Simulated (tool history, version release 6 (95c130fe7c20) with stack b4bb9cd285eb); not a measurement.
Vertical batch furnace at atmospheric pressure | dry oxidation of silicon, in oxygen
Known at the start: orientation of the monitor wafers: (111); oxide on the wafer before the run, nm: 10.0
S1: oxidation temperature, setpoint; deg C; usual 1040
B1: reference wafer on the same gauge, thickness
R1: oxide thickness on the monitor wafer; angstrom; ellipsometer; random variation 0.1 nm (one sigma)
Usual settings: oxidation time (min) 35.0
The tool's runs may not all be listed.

run 1 hour=0.0 | S1=1040 oxidation_time_(min)=30.5 | B1=73.87 | R1=564.4
run 2 hour=24.4 | S1=1040 oxidation_time_(min)=30.5 | B1=73.90 | R1=564.1
run 3 hour=56.7 | S1=1040 oxidation_time_(min)=30.5 | B1=73.90 | R1=564.4
run 4 hour=110.0 | S1=1040 oxidation_time_(min)=35.0 | B1=73.91 | R1=612.9
run 5 hour=136.7 | S1=1040 oxidation_time_(min)=35.0 | B1=73.87 | R1=614.2
run 6 hour=182.5 | S1=1040 oxidation_time_(min)=35.0 | B1=73.94 | R1=612.8
run 7 hour=246.0 | S1=1029 oxidation_time_(min)=35.0 | B1=73.85 | R1=574.7
run 8 hour=296.9 | S1=1029 oxidation_time_(min)=35.0 | B1=73.95 | R1=574.2
run 9 hour=327.9 | S1=1029 oxidation_time_(min)=35.0 | B1=73.92 | R1=573.7
run 10 hour=380.9 | S1=1040 oxidation_time_(min)=35.0 | B1=73.94 | R1=613.1
-- hour=402.4 gauge calibrated
run 11 hour=452.5 | S1=1047 oxidation_time_(min)=40.5 | B1=73.93 | R1=698.5

Forecast run 12:
run 12 hour=478.8 | S1=1040 oxidation_time_(min)=35.0 | B1=? | R1=?

B1: 73.92
R1: 611.2 angstrom
Without the tool's hidden state the same run would have given R1 626.1 angstrom.
